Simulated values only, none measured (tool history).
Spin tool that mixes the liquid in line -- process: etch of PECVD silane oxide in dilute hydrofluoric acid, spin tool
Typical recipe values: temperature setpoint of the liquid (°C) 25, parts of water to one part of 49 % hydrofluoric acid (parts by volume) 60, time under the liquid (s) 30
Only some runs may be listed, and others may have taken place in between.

run	hour	temperature setpoint of the liquid (°C)	parts of water to one part of 49 % hydrofluoric acid (parts by volume)	time under the liquid (s)	wafers since the last listed run	hours since the thermometer was replaced	hours since the hydrofluoric acid flow meter was replaced	hours since the gauge calibration	read-back film thickness of the PECVD silane oxide reference wafer, read on the same gauge (nm)	thickness taken off the PECVD silane oxide on a monitor wafer (nm)
1	0	25	60	30	0	492	902.6	72.2	30.02	7.76
2	10.3	25	60	30	217	502.3	912.9	82.5	29.99	7.77
3	38.4	25	60	30	592	530.4	941	110.6	30.03	7.76
4	54.3	25	60	30	335	546.3	956.9	126.5	29.99	7.73
5	65.8	25	60	30	242	557.8	968.4	138	29.97	7.74
6	73.7	25	60	30	166	565.7	976.3	145.9	29.97	7.74
7	90.7	25	60	30	358	582.7	993.3	162.9	30.01	7.74
8	100.9	25	60	30	215	592.9	1003.5	173.1	29.98	7.75
9	115.3	25	60	30	303	607.3	1017.9	187.5	30	7.73
10	121.5	25	60	30	130	613.5	1024.1	193.7	29.97	7.77
11	137	25	60	30	326	629	1039.6	209.2	30	7.74
12	148.1	25	60	30	234	640.1	1050.7	220.3	30	7.76
13	159.5	25	60	30	240	651.5	1062.1	231.7	29.98	7.74
14	175.5	24	60	45	337	667.5	1078.1	247.7	29.99	11.08
15	182.2	25	60	45	141	674.2	1084.8	254.4	30.02	11.63
16	191.2	25	60	45	189	683.2	1093.8	263.4	30	11.57
17	207.6	23	60	20	345	699.6	1110.2	279.8	29.98	4.75
18	223.9	23	80	40	343	715.9	1126.5	296.1	30.02	6.95
19	239	22	75	40	318	731	1141.6	311.2	29.99	7.17
20	253.6	25	90	25	307	745.6	1156.2	325.8	30	4.15
21	261.8	20	70	30	172	753.8	1164.4	334	29.99	5.36
# hour 270.6: thermometer replaced
22	271.1	29	60	30	175	0.5	1173.7	343.3	29.99	9.1
23	279.5	22	90	30	177	8.9	1182.1	351.7	29.97	4.4
24	296.1	25	60	30	350	25.5	1198.7	368.3	29.97	7.78
# hour 308.4: hydrofluoric acid flow meter replaced
25	313.4	27.5	30	50	343	42.8	5	385.6	30	29.66
# hour 321.6: gauge calibrated
26	323.6	22	60	30	215	53	15.2	2	29.98	6.89
27	335.2	25	60	25	244	64.6	26.8	13.6	29.99	6.43
28	348.2	25	60	30	274	77.6	39.8	26.6	30	7.71
29	359	22.5	60	45	227	88.4	50.6	37.4	30	10.45
30	370.4	25	60	15	240	99.8	62	48.8	30.01	3.88
31	382.6	25	45	35	257	112	74.2	61	30	12.29
32	394.2	25	60	30	244	123.6	85.8	72.6	29.98	7.8
33	407.3	25	60	30	276	136.7	98.9	85.7	30.01	7.75
34	417.9	25	60	30	223	147.3	109.5	96.3	29.99	7.77

Consider 3 possible next runs. They are alternatives, not a sequence: every one starts from the tool as it was left by run 34. What does each give?
A	418.3	25	75	30	8	147.7	109.9	96.7	?	?
B	418.3	23	60	25	8	147.7	109.9	96.7	?	?
C	418.3	27.5	85	35	8	147.7	109.9	96.7	?	?

run	read-back film thickness of the PECVD silane oxide reference wafer, read on the same gauge (nm)	thickness taken off the PECVD silane oxide on a monitor wafer (nm)
A	30.02	6.08
B	30.02	5.95
C	30.02	6.82
Take away the tool's hidden state, keep each run's random variation, and the runs would have read:
run	thickness taken off the PECVD silane oxide on a monitor wafer (nm)
A	6.08
B	5.95
C	6.82
